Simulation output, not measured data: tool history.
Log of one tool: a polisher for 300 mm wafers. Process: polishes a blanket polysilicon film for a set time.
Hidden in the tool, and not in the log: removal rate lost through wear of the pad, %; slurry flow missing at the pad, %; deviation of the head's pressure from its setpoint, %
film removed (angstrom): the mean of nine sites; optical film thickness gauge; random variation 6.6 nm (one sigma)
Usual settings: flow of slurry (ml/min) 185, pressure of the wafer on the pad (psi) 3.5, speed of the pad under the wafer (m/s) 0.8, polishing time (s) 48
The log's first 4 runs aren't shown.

run   hour  flow of slurry (ml/min)  pressure of the wafer on the pad (psi)  speed of the pad under the wafer (m/s)  polishing time (s)  wafers since the last listed run  wafers polished on this pad  hours since the slurry nozzle was cleaned  hours since the head pressure was calibrated  incoming thickness of the incoming film, nm  film removed (angstrom)
  5   62.9                      185                                     3.5                                     0.8                  48                               343                         1047                                      268.6                                           318                                       1099.4                     4520
  6   71.3                      185                                     3.5                                     0.8                  48                               114                         1162                                        277                                         326.4                                       1083.5                     4395
  7   80.8                      185                                     3.5                                     0.8                  48                               129                         1291                                      286.5                                         335.9                                       1084.1                     4289
        87  -- worn pad replaced by a new one
  8   98.4                      185                                     3.5                                     0.8                  48                               185                          155                                      304.1                                         353.5                                       1101.7                     4034
  9  115.4                      185                                     3.5                                    0.88                  48                               231                          386                                      321.1                                         370.5                                       1090.6                     4357
 10  129.4                      185                                     3.5                                    0.88                  48                               190                          577                                      335.1                                         384.5                                       1091.4                     4369
     142.6  -- worn pad replaced by a new one, repeated, since the last time left the tool worse
 11  143.1                      185                                     3.5                                     0.8                  48                               132                            7                                      348.8                                         398.2                                       1089.4                     4653
 12  151.6                      185                                     3.5                                     0.8                  48                               115                          122                                      357.3                                         406.7                                       1089.4                     4571
     153.9  -- head pressure recalibrated
     167.3  -- slurry nozzle cleaned
 13  168.9                      185                                     3.5                                    0.98                  48                               194                          317                                        1.6                                            15                                       1090.1                     5562
 14  178.9                      185                                     3.5                                    0.98                  48                               136                          453                                       11.6                                            25                                         1098                     5657
 15  193.1                      185                                     3.5                                     0.8                  48                               193                          646                                       25.8                                          39.2                                       1071.9                     4569
 16    205                      215                                       3                                     0.8                  64                               161                          808                                       37.7                                          51.1                                       1074.7                     5226
 17  217.1                      130                                     3.5                                    0.72                  63                               164                          973                                       49.8                                          63.2                                       1098.7                     4909
 18  232.9                      150                                     3.1                                    0.96                  57                               215                         1188                                       65.6                                            79                                       1100.3                     5220
 19    246                      215                                     2.4                                    0.54                  58                               178                         1367                                       78.7                                          92.1                                       1080.9                     2472
     255.4  -- worn pad replaced by a new one
 20  255.9                      155                                     2.4                                    0.58                  48                                80                            7                                       88.6                                           102                                       1092.9                     2182
 21  270.3                      185                                     3.5                                     0.8                  48                               196                          203                                        103                                         116.4                                       1112.9                     4738
 22  284.3                      185                                     2.6                                     0.8                  38                               190                          393                                        117                                         130.4                                       1095.2                     2608
 23  291.4                      185                                     4.1                                    0.96                  48                                96                          490                                      124.1                                         137.5                                       1102.5                     6357

Run 24 comes next. What will it give?
 24  299.8                      185                                     3.5                                     0.8                  48                               114                          604                                      132.5                                         145.9                                       1080.3                        ?

Run 24 gave film removed (angstrom) 4633.
Without the tool's hidden state the same run would have given film removed (angstrom) 4704.

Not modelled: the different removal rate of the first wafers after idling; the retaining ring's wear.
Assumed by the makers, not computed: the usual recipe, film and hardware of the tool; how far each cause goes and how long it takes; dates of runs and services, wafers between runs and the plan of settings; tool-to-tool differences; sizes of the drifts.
